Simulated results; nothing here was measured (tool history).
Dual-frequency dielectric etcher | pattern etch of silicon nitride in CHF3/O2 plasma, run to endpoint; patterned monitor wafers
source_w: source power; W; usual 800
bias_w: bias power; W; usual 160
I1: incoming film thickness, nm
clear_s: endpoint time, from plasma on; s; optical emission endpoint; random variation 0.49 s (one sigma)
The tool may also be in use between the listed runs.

run 1 hour=0.0 | source_w=870 bias_w=160 | I1=100.2 | clear_s=65.7
run 2 hour=31.5 | source_w=900 bias_w=160 | I1=98.8 | clear_s=62.9
run 3 hour=52.9 | source_w=950 bias_w=136 | I1=99.8 | clear_s=66.7
run 4 hour=87.8 | source_w=950 bias_w=136 | I1=99.6 | clear_s=65.6
run 5 hour=122.7 | source_w=950 bias_w=136 | I1=100.1 | clear_s=66.7
run 6 hour=144.3 | source_w=800 bias_w=160 | I1=100.2 | clear_s=66.6
run 7 hour=159.3 | source_w=920 bias_w=160 | I1=99.5 | clear_s=64.1
run 8 hour=256.7 | source_w=920 bias_w=160 | I1=100.0 | clear_s=63.7
run 9 hour=275.0 | source_w=800 bias_w=160 | I1=99.1 | clear_s=65.1
run 10 hour=294.1 | source_w=800 bias_w=160 | I1=99.8 | clear_s=66.2
run 11 hour=321.9 | source_w=800 bias_w=160 | I1=99.7 | clear_s=66.1
run 12 hour=334.3 | source_w=800 bias_w=160 | I1=100.7 | clear_s=66.3
run 13 hour=359.0 | source_w=680 bias_w=189 | I1=101.2 | clear_s=67.4
run 14 hour=389.4 | source_w=890 bias_w=145 | I1=99.0 | clear_s=65.1
run 15 hour=404.4 | source_w=670 bias_w=146 | I1=100.7 | clear_s=72.2
-- hour=418.9 bias power generator calibrated
run 16 hour=423.9 | source_w=800 bias_w=160 | I1=100.2 | clear_s=67.0
run 17 hour=460.8 | source_w=640 bias_w=183 | I1=100.8 | clear_s=68.6
-- hour=514.9 upper electrode replaced
run 18 hour=534.2 | source_w=800 bias_w=197 | I1=100.2 | clear_s=61.5
-- hour=550.2 source power generator calibrated
-- hour=568.2 wet clean of the chamber
run 19 hour=568.7 | source_w=710 bias_w=140 | I1=99.8 | clear_s=71.3
run 20 hour=584.9 | source_w=910 bias_w=194 | I1=100.3 | clear_s=61.1
run 21 hour=666.4 | source_w=700 bias_w=127 | I1=100.3 | clear_s=73.2
run 22 hour=685.2 | source_w=660 bias_w=127 | I1=99.9 | clear_s=73.9
run 23 hour=717.4 | source_w=850 bias_w=196 | I1=100.4 | clear_s=61.9

Forecast each of these 5 alternatives for the next run:
run A hour=717.8 | source_w=800 bias_w=160 | I1=100.6 | clear_s=?
run B hour=717.8 | source_w=650 bias_w=129 | I1=100.6 | clear_s=?
run C hour=717.8 | source_w=670 bias_w=189 | I1=100.6 | clear_s=?
run D hour=717.8 | source_w=920 bias_w=179 | I1=100.6 | clear_s=?
run E hour=717.8 | source_w=880 bias_w=160 | I1=100.6 | clear_s=?

run=A clear_s=66.4
run=B clear_s=74.4
run=C clear_s=66.1
run=D clear_s=62.0
run=E clear_s=64.8
Without the tool's hidden state the same runs would have given:
run=A clear_s=66.4
run=B clear_s=74.4
run=C clear_s=66.1
run=D clear_s=62.0
run=E clear_s=64.8
